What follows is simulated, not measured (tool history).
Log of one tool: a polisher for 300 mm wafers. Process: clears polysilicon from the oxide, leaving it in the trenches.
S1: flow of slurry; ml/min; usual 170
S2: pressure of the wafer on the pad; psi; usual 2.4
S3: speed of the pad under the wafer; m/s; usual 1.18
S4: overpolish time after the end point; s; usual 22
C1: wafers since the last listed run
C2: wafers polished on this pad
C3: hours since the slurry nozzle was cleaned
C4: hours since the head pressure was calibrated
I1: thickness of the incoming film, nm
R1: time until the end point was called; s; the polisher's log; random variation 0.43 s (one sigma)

{"run": 1, "hour": 0.0, "S1": 170, "S2": 2.4, "S3": 1.18, "S4": 22, "C1": 0, "C2": 875, "C3": 462.4, "C4": 422.1, "I1": 394.6, "R1": 31.5}
{"run": 2, "hour": 66.1, "S1": 170, "S2": 2.4, "S3": 1.18, "S4": 22, "C1": 821, "C2": 1697, "C3": 528.5, "C4": 488.2, "I1": 384.8, "R1": 32}
{"hour": 84.9, "done": "slurry nozzle cleaned"}
{"run": 3, "hour": 137.3, "S1": 170, "S2": 2.4, "S3": 1.18, "S4": 22, "C1": 872, "C2": 2570, "C3": 52.4, "C4": 559.4, "I1": 386.9, "R1": 32}
{"hour": 146.8, "done": "worn pad replaced by a new one"}
{"run": 4, "hour": 236.5, "S1": 170, "S2": 2.4, "S3": 1.44, "S4": 22, "C1": 1183, "C2": 1115, "C3": 151.6, "C4": 658.6, "I1": 392.5, "R1": 27}
{"run": 5, "hour": 302.6, "S1": 170, "S2": 2.4, "S3": 1.44, "S4": 22, "C1": 821, "C2": 1937, "C3": 217.7, "C4": 724.7, "I1": 391, "R1": 27.8}
{"run": 6, "hour": 371.6, "S1": 170, "S2": 2.4, "S3": 1.18, "S4": 22, "C1": 858, "C2": 2795, "C3": 286.7, "C4": 793.7, "I1": 392.3, "R1": 33.8}
{"hour": 391.8, "done": "worn pad replaced by a new one"}
{"run": 7, "hour": 433.1, "S1": 170, "S2": 2.4, "S3": 1.18, "S4": 22, "C1": 715, "C2": 513, "C3": 348.2, "C4": 855.2, "I1": 397.9, "R1": 35.5}
{"run": 8, "hour": 480.9, "S1": 170, "S2": 2.4, "S3": 1.18, "S4": 22, "C1": 594, "C2": 1108, "C3": 396, "C4": 903, "I1": 387.8, "R1": 33.8}
{"hour": 515.7, "done": "head pressure recalibrated"}
{"run": 9, "hour": 538.5, "S1": 125, "S2": 2, "S3": 1.56, "S4": 11, "C1": 691, "C2": 1799, "C3": 453.6, "C4": 22.8, "I1": 395.7, "R1": 29.4}
{"hour": 588.4, "done": "worn pad replaced by a new one"}
{"run": 10, "hour": 616.7, "S1": 170, "S2": 2.4, "S3": 1.18, "S4": 30, "C1": 922, "C2": 351, "C3": 531.8, "C4": 101, "I1": 393.9, "R1": 31.8}
{"hour": 668.1, "done": "slurry nozzle cleaned"}
{"run": 11, "hour": 712.6, "S1": 170, "S2": 2.4, "S3": 1.18, "S4": 22, "C1": 1180, "C2": 1531, "C3": 44.5, "C4": 196.9, "I1": 388.7, "R1": 31.6}
{"run": 12, "hour": 767.6, "S1": 170, "S2": 1.9, "S3": 0.84, "S4": 22, "C1": 683, "C2": 2215, "C3": 99.5, "C4": 251.9, "I1": 384.7, "R1": 52.3}
{"hour": 832.7, "done": "worn pad replaced by a new one"}
{"run": 13, "hour": 867.6, "S1": 170, "S2": 2.4, "S3": 1.18, "S4": 22, "C1": 1193, "C2": 434, "C3": 199.5, "C4": 351.9, "I1": 387.8, "R1": 31.4}
{"run": 14, "hour": 942.4, "S1": 170, "S2": 2.4, "S3": 1.18, "S4": 17, "C1": 930, "C2": 1364, "C3": 274.3, "C4": 426.7, "I1": 394.8, "R1": 33.2}
{"run": 15, "hour": 1009.3, "S1": 170, "S2": 1.7, "S3": 1.18, "S4": 12, "C1": 831, "C2": 2196, "C3": 341.2, "C4": 493.6, "I1": 387.9, "R1": 43.6}
{"hour": 1033.2, "done": "worn pad replaced by a new one"}
{"run": 16, "hour": 1072.1, "S1": 170, "S2": 2.4, "S3": 1.18, "S4": 22, "C1": 731, "C2": 484, "C3": 404, "C4": 556.4, "I1": 393, "R1": 32.8}
{"run": 17, "hour": 1129.8, "S1": 170, "S2": 1.8, "S3": 1.38, "S4": 13, "C1": 717, "C2": 1201, "C3": 461.7, "C4": 614.1, "I1": 392.9, "R1": 35.6}

5 ways to go on from here, each from the tool as it stands after run 17. What would each give?
{"run": "A", "hour": 1130.2, "S1": 170, "S2": 2.4, "S3": 1.18, "S4": 22, "C1": 4, "C2": 1206, "C3": 462.1, "C4": 614.5, "I1": 384.4, "R1": "?"}
{"run": "B", "hour": 1130.2, "S1": 215, "S2": 2.2, "S3": 0.96, "S4": 16, "C1": 4, "C2": 1206, "C3": 462.1, "C4": 614.5, "I1": 384.4, "R1": "?"}
{"run": "C", "hour": 1130.2, "S1": 170, "S2": 2.4, "S3": 1.18, "S4": 15, "C1": 4, "C2": 1206, "C3": 462.1, "C4": 614.5, "I1": 384.4, "R1": "?"}
{"run": "D", "hour": 1130.2, "S1": 135, "S2": 2.6, "S3": 1.18, "S4": 22, "C1": 4, "C2": 1206, "C3": 462.1, "C4": 614.5, "I1": 384.4, "R1": "?"}
{"run": "E", "hour": 1130.2, "S1": 150, "S2": 2.9, "S3": 0.86, "S4": 30, "C1": 4, "C2": 1206, "C3": 462.1, "C4": 614.5, "I1": 384.4, "R1": "?"}

run=A R1=32.4
run=B R1=41.4
run=C R1=32.4
run=D R1=31.6
run=E R1=38.6
Without the tool's hidden state the same runs would have given:
run=A R1=30.3
run=B R1=38.6
run=C R1=30.3
run=D R1=29.5
run=E R1=36.1
